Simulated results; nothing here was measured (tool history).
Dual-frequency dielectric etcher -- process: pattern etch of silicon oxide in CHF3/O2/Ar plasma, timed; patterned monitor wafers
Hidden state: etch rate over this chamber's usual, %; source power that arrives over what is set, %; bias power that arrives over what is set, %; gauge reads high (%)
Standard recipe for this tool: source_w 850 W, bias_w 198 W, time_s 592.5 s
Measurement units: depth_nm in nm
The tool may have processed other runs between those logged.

| run | day | source_w | bias_w | time_s | wafers since the last listed run | hours since the last wet clean | hours since the last source power generator calibration | hours since the last bias power generator calibration | hours since the last upper electrode change | hours since the gauge calibration | read-back reference wafer on the same gauge, depth_nm | depth_nm |
|---|---|---|---|---|---|---|---|---|---|---|---|---|
| 1 | 0.000 | 850 | 198 | 592.5 | 0 | 342.1 | 1416.2 | 3366.3 | 2018.3 | 1117.1 | 1651.0 | 1449.6 |
|  | 2.858 | wet clean of the chamber |
| 2 | 2.879 | 850 | 198 | 592.5 | 169 | 0.5 | 1485.3 | 3435.4 | 2087.4 | 1186.2 | 1649.3 | 1413.4 |
| 3 | 4.892 | 850 | 198 | 592.5 | 181 | 48.8 | 1533.6 | 3483.7 | 2135.7 | 1234.5 | 1650.6 | 1419.3 |
| 4 | 7.638 | 850 | 198 | 592.5 | 248 | 114.7 | 1599.5 | 3549.6 | 2201.6 | 1300.4 | 1649.2 | 1427.9 |
| 5 | 8.946 | 850 | 198 | 592.5 | 118 | 146.1 | 1630.9 | 3581.0 | 2233.0 | 1331.8 | 1650.9 | 1433.6 |
| 6 | 17.504 | 850 | 218 | 592.5 | 773 | 351.5 | 1836.3 | 3786.4 | 2438.4 | 1537.2 | 1650.2 | 1503.2 |
|  | 19.262 | wet clean of the chamber |
|  | 20.250 | source power generator calibrated |
|  | 20.392 | bias power generator calibrated |
| 7 | 20.412 | 850 | 218 | 592.5 | 144 | 27.6 | 3.9 | 0.5 | 2508.2 | 1607.0 | 1651.9 | 1489.6 |
| 8 | 21.408 | 850 | 218 | 592.5 | 90 | 51.5 | 27.8 | 24.4 | 2532.1 | 1630.9 | 1649.0 | 1483.9 |
| 9 | 22.992 | 1010 | 198 | 592.5 | 143 | 89.5 | 65.8 | 62.4 | 2570.1 | 1668.9 | 1649.8 | 1535.5 |
| 10 | 26.938 | 1010 | 198 | 592.5 | 356 | 184.2 | 160.5 | 157.1 | 2664.8 | 1763.6 | 1649.7 | 1534.7 |
|  | 27.262 | gauge calibrated |
| 11 | 28.521 | 1010 | 198 | 592.5 | 143 | 222.2 | 198.5 | 195.1 | 2702.8 | 30.2 | 1649.7 | 1539.3 |
| 12 | 30.033 | 850 | 198 | 643.5 | 136 | 258.5 | 234.8 | 231.4 | 2739.1 | 66.5 | 1650.6 | 1576.8 |
|  | 32.617 | wet clean of the chamber |
| 13 | 32.638 | 850 | 198 | 556.0 | 145 | 0.5 | 297.3 | 293.9 | 2801.6 | 129.0 | 1649.7 | 1336.3 |
| 14 | 34.600 | 850 | 198 | 556.0 | 177 | 47.6 | 344.4 | 341.0 | 2848.7 | 176.1 | 1649.1 | 1337.0 |
| 15 | 36.671 | 760 | 229 | 532.5 | 187 | 97.3 | 394.1 | 390.7 | 2898.4 | 225.8 | 1652.0 | 1321.1 |
| 16 | 39.054 | 850 | 198 | 665.0 | 215 | 154.5 | 451.3 | 447.9 | 2955.6 | 283.0 | 1651.2 | 1613.6 |
| 17 | 40.825 | 960 | 198 | 592.5 | 160 | 197.0 | 493.8 | 490.4 | 2998.1 | 325.5 | 1650.4 | 1503.5 |
| 18 | 43.433 | 1030 | 225 | 727.5 | 235 | 259.6 | 556.4 | 553.0 | 3060.7 | 388.1 | 1649.8 | 2011.8 |
|  | 45.833 | wet clean of the chamber |
| 19 | 45.954 | 990 | 198 | 481.5 | 137 | 2.9 | 616.9 | 613.5 | 3121.2 | 448.6 | 1649.0 | 1214.8 |
| 20 | 47.158 | 930 | 198 | 471.5 | 108 | 31.8 | 645.8 | 642.4 | 3150.1 | 477.5 | 1650.2 | 1167.4 |
|  | 48.492 | upper electrode replaced |
| 21 | 49.554 | 850 | 198 | 592.5 | 126 | 89.3 | 703.3 | 699.9 | 25.5 | 535.0 | 1649.0 | 1425.4 |
| 22 | 56.638 | 960 | 183 | 454.5 | 640 | 259.3 | 873.3 | 869.9 | 195.5 | 705.0 | 1650.0 | 1130.7 |
| 23 | 58.421 | 920 | 158 | 731.0 | 161 | 302.1 | 916.1 | 912.7 | 238.3 | 747.8 | 1650.1 | 1677.3 |
|  | 59.933 | wet clean of the chamber |
| 24 | 60.408 | 850 | 223 | 642.0 | 89 | 11.4 | 963.8 | 960.4 | 286.0 | 795.5 | 1650.7 | 1605.5 |
| 25 | 62.196 | 940 | 162 | 675.5 | 161 | 54.3 | 1006.7 | 1003.3 | 328.9 | 838.4 | 1650.6 | 1544.9 |
| 26 | 63.517 | 940 | 169 | 592.5 | 119 | 86.0 | 1038.4 | 1035.0 | 360.6 | 870.1 | 1651.3 | 1401.3 |
| 27 | 65.546 | 1020 | 198 | 592.5 | 183 | 134.7 | 1087.1 | 1083.7 | 409.3 | 918.8 | 1650.0 | 1530.3 |
| 28 | 68.033 | 650 | 220 | 491.0 | 224 | 194.4 | 1146.8 | 1143.4 | 469.0 | 978.5 | 1650.9 | 1123.6 |

Here are 5 independent what-if runs from the current tool condition. What would each one return?
| A | 68.058 | 850 | 198 | 592.5 | 2 | 195.0 | 1147.4 | 1144.0 | 469.6 | 979.1 | ? | ? |
| B | 68.058 | 990 | 198 | 592.5 | 2 | 195.0 | 1147.4 | 1144.0 | 469.6 | 979.1 | ? | ? |
| C | 68.058 | 1040 | 198 | 737.5 | 2 | 195.0 | 1147.4 | 1144.0 | 469.6 | 979.1 | ? | ? |
| D | 68.058 | 850 | 184 | 592.5 | 2 | 195.0 | 1147.4 | 1144.0 | 469.6 | 979.1 | ? | ? |
| E | 68.058 | 700 | 167 | 654.5 | 2 | 195.0 | 1147.4 | 1144.0 | 469.6 | 979.1 | ? | ? |

| run | read-back reference wafer on the same gauge, depth_nm | depth_nm |
|---|---|---|
| A | 1646.8 | 1430.7 |
| B | 1646.8 | 1514.7 |
| C | 1646.8 | 1920.7 |
| D | 1646.8 | 1389.0 |
| E | 1646.8 | 1371.8 |
Take away the tool's hidden state, keep each run's random variation, and the runs would have read:
| run | depth_nm |
|---|---|
| A | 1423.2 |
| B | 1506.9 |
| C | 1910.7 |
| D | 1381.9 |
| E | 1364.8 |
